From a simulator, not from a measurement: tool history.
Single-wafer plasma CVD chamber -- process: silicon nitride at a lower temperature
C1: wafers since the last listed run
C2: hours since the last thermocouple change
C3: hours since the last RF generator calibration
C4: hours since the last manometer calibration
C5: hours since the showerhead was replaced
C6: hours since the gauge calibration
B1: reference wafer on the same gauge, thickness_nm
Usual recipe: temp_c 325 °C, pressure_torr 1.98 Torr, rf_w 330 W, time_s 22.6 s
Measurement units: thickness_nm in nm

run 1 hour=0 | temp_c=325 pressure_torr=1.98 rf_w=330 time_s=22.6 | C1=0 C2=1247 C3=960.6 C4=1704.5 C5=5316.9 C6=163.9 | B1=34.58 | thickness_nm=30.431
run 2 hour=29.8 | temp_c=325 pressure_torr=1.98 rf_w=330 time_s=22.6 | C1=724 C2=1276.8 C3=990.4 C4=1734.3 C5=5346.7 C6=193.7 | B1=34.604 | thickness_nm=30.445
run 3 hour=43.1 | temp_c=325 pressure_torr=1.98 rf_w=330 time_s=22.6 | C1=323 C2=1290.1 C3=1003.7 C4=1747.6 C5=5360 C6=207 | B1=34.645 | thickness_nm=30.433
run 4 hour=63.2 | temp_c=325 pressure_torr=1.98 rf_w=330 time_s=22.6 | C1=488 C2=1310.2 C3=1023.8 C4=1767.7 C5=5380.1 C6=227.1 | B1=34.579 | thickness_nm=30.351
run 5 hour=84.3 | temp_c=325 pressure_torr=1.98 rf_w=300 time_s=19.3 | C1=513 C2=1331.3 C3=1044.9 C4=1788.8 C5=5401.2 C6=248.2 | B1=34.529 | thickness_nm=24.135
run 6 hour=100.2 | temp_c=325 pressure_torr=1.98 rf_w=300 time_s=19.3 | C1=386 C2=1347.2 C3=1060.8 C4=1804.7 C5=5417.1 C6=264.1 | B1=34.527 | thickness_nm=24.043
run 7 hour=127.9 | temp_c=332 pressure_torr=1.98 rf_w=330 time_s=22.6 | C1=673 C2=1374.9 C3=1088.5 C4=1832.4 C5=5444.8 C6=291.8 | B1=34.504 | thickness_nm=30.333
run 8 hour=142.6 | temp_c=332 pressure_torr=1.98 rf_w=330 time_s=22.6 | C1=357 C2=1389.6 C3=1103.2 C4=1847.1 C5=5459.5 C6=306.5 | B1=34.558 | thickness_nm=30.272
-- hour=164.7 showerhead replaced
run 9 hour=165.2 | temp_c=332 pressure_torr=1.98 rf_w=330 time_s=22.6 | C1=355 C2=1412.2 C3=1125.8 C4=1869.7 C5=0.5 C6=329.1 | B1=34.48 | thickness_nm=30.378
-- hour=168.4 gauge calibrated
-- hour=180.7 capacitance manometer re-zeroed and calibrated
-- hour=195.3 thermocouple changed; heater temperature recalibrated
run 10 hour=195.8 | temp_c=325 pressure_torr=1.76 rf_w=285 time_s=22.6 | C1=355 C2=0.5 C3=1156.4 C4=15.1 C5=31.1 C6=27.4 | B1=34.872 | thickness_nm=25.964
run 11 hour=207.2 | temp_c=325 pressure_torr=1.98 rf_w=330 time_s=22.6 | C1=277 C2=11.9 C3=1167.8 C4=26.5 C5=42.5 C6=38.8 | B1=34.86 | thickness_nm=30.614
run 12 hour=238.7 | temp_c=330 pressure_torr=1.98 rf_w=330 time_s=22.6 | C1=766 C2=43.4 C3=1199.3 C4=58 C5=74 C6=70.3 | B1=34.815 | thickness_nm=30.715
-- hour=260.2 RF generator calibrated
run 13 hour=266 | temp_c=319 pressure_torr=1.7 rf_w=380 time_s=24.7 | C1=469 C2=70.7 C3=5.8 C4=85.3 C5=101.3 C6=97.6 | B1=34.694 | thickness_nm=34.977
run 14 hour=345.6 | temp_c=325 pressure_torr=1.98 rf_w=330 time_s=22.6 | C1=1936 C2=150.3 C3=85.4 C4=164.9 C5=180.9 C6=177.2 | B1=34.597 | thickness_nm=30.695
run 15 hour=361.9 | temp_c=315 pressure_torr=1.62 rf_w=300 time_s=18.8 | C1=396 C2=166.6 C3=101.7 C4=181.2 C5=197.2 C6=193.5 | B1=34.555 | thickness_nm=21.579
run 16 hour=376 | temp_c=325 pressure_torr=1.98 rf_w=330 time_s=22.6 | C1=342 C2=180.7 C3=115.8 C4=195.3 C5=211.3 C6=207.6 | B1=34.585 | thickness_nm=30.509
run 17 hour=400.7 | temp_c=321 pressure_torr=1.98 rf_w=350 time_s=22.6 | C1=600 C2=205.4 C3=140.5 C4=220 C5=236 C6=232.3 | B1=34.582 | thickness_nm=31.982
run 18 hour=433.1 | temp_c=325 pressure_torr=1.98 rf_w=290 time_s=26.1 | C1=788 C2=237.8 C3=172.9 C4=252.4 C5=268.4 C6=264.7 | B1=34.577 | thickness_nm=31.653

What if the next run were any one of these 5? Each begins from the tool's condition after run 18:
run A hour=433.5 | temp_c=325 pressure_torr=2.31 rf_w=330 time_s=22.6 | C1=9 C2=238.2 C3=173.3 C4=252.8 C5=268.8 C6=265.1 | B1=? | thickness_nm=?
run B hour=433.5 | temp_c=329 pressure_torr=1.76 rf_w=330 time_s=22.6 | C1=9 C2=238.2 C3=173.3 C4=252.8 C5=268.8 C6=265.1 | B1=? | thickness_nm=?
run C hour=433.5 | temp_c=335 pressure_torr=2.31 rf_w=300 time_s=19.1 | C1=9 C2=238.2 C3=173.3 C4=252.8 C5=268.8 C6=265.1 | B1=? | thickness_nm=?
run D hour=433.5 | temp_c=329 pressure_torr=1.98 rf_w=295 time_s=22.6 | C1=9 C2=238.2 C3=173.3 C4=252.8 C5=268.8 C6=265.1 | B1=? | thickness_nm=?
run E hour=433.5 | temp_c=325 pressure_torr=1.63 rf_w=285 time_s=22.6 | C1=9 C2=238.2 C3=173.3 C4=252.8 C5=268.8 C6=265.1 | B1=? | thickness_nm=?

run=A B1=34.494 thickness_nm=32.245
run=B B1=34.494 thickness_nm=29.081
run=C B1=34.494 thickness_nm=25.136
run=D B1=34.494 thickness_nm=27.808
run=E B1=34.494 thickness_nm=24.925
Without the tool's unlogged condition, the same runs would have read:
run=A thickness_nm=32.655
run=B thickness_nm=29.451
run=C thickness_nm=25.456
run=D thickness_nm=28.161
run=E thickness_nm=25.242

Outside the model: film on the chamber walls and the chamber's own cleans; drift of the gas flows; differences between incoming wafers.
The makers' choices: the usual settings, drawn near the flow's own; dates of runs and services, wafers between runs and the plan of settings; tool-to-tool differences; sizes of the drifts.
